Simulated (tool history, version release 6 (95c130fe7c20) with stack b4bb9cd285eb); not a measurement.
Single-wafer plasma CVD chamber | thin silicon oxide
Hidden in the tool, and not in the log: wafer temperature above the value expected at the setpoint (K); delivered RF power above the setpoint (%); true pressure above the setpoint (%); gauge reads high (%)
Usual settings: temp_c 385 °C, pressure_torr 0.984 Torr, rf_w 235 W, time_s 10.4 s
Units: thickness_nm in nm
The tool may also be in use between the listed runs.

run,hour,temp_c,pressure_torr,rf_w,time_s,wafers since the last listed run,hours since the last thermocouple change,hours since the last RF generator calibration,hours since the last manometer calibration,hours since the showerhead was replaced,hours since the gauge calibration,"read-back reference wafer on the same gauge, thickness_nm",thickness_nm
1,0.0,385,0.984,235,10.4,0,276.2,639.0,1030.3,7183.2,741.1,23.006,20.229
2,50.2,385,1.094,235,11.6,1978,326.4,689.2,1080.5,7233.4,791.3,22.993,24.508
3,290.4,385,1.094,235,11.6,9465,566.6,929.4,1320.7,7473.6,1031.5,23.007,24.348
4,370.0,385,1.094,235,11.6,3136,646.2,1009.0,1400.3,7553.2,1111.1,23.022,24.339
5,455.0,385,0.984,235,10.4,3349,731.2,1094.0,1485.3,7638.2,1196.1,23.005,20.263
6,511.6,385,0.984,235,10.4,2230,787.8,1150.6,1541.9,7694.8,1252.7,23.019,20.112
7,590.7,385,0.984,235,10.4,3116,866.9,1229.7,1621.0,7773.9,1331.8,23.003,20.292
8,656.1,385,0.984,265,11.3,2577,932.3,1295.1,1686.4,7839.3,1397.2,22.980,22.853
9,756.2,385,0.984,265,11.3,3944,1032.4,1395.2,1786.5,7939.4,1497.3,22.990,22.818
10,814.2,385,0.984,265,11.3,2285,1090.4,1453.2,1844.5,7997.4,1555.3,23.009,22.837
# hour 860.2: RF generator calibrated
# hour 870.5: capacitance manometer re-zeroed and calibrated
11,871.0,385,0.984,235,9.8,1607,1147.2,10.8,0.5,8054.2,1612.1,23.016,19.538
12,941.0,385,0.897,235,10.4,2758,1217.2,80.8,70.5,8124.2,1682.1,22.994,18.886
13,988.4,375,0.984,235,10.4,1867,1264.6,128.2,117.9,8171.6,1729.5,22.991,20.671
# hour 1034.4: gauge calibrated
14,1095.2,397,0.984,235,11.4,4208,1371.4,235.0,224.7,8278.4,60.8,22.996,22.231
# hour 1345.0: thermocouple changed; heater temperature recalibrated
15,1346.9,373,1.147,235,10.4,9603,1.9,486.7,476.4,8530.1,312.5,22.990,22.903
16,1418.9,391,0.917,220,8.8,2837,73.9,558.7,548.4,8602.1,384.5,23.000,15.681
17,1487.7,379,1.107,220,10.4,2711,142.7,627.5,617.2,8670.9,453.3,23.002,21.874
# hour 1527.6: showerhead replaced
18,1528.4,385,0.984,235,11.9,1288,183.4,668.2,657.9,0.8,494.0,22.995,23.260
19,1597.1,385,0.984,250,9.7,2707,252.1,736.9,726.6,69.5,562.7,23.024,19.282
20,1687.0,385,0.984,195,9.6,3542,342.0,826.8,816.5,159.4,652.6,23.008,17.636
21,1745.4,385,0.984,235,10.4,2301,400.4,885.2,874.9,217.8,711.0,22.982,20.295
22,1852.5,385,0.984,235,10.4,4220,507.5,992.3,982.0,324.9,818.1,22.967,20.157
23,1921.7,385,0.984,235,9.8,2726,576.7,1061.5,1051.2,394.1,887.3,22.990,19.076
24,1960.6,379,1.200,235,10.4,1532,615.6,1100.4,1090.1,433.0,926.2,23.013,23.367

5 ways to go on from here, each from the tool as it stands after run 24. What would each give?
A,1961.0,385,0.984,265,10.4,15,616.0,1100.8,1090.5,433.4,926.6,?,?
B,1961.0,377,0.984,265,9.3,15,616.0,1100.8,1090.5,433.4,926.6,?,?
C,1961.0,390,0.984,235,10.4,15,616.0,1100.8,1090.5,433.4,926.6,?,?
D,1961.0,385,0.984,200,10.4,15,616.0,1100.8,1090.5,433.4,926.6,?,?
E,1961.0,385,0.769,225,10.4,15,616.0,1100.8,1090.5,433.4,926.6,?,?

run,"read-back reference wafer on the same gauge, thickness_nm",thickness_nm
A,22.988,21.026
B,22.988,18.910
C,22.988,20.139
D,22.988,19.156
E,22.988,15.689
Without the tool's hidden state the same runs would have given:
run,thickness_nm
A,21.598
B,19.424
C,20.700
D,19.731
E,16.126
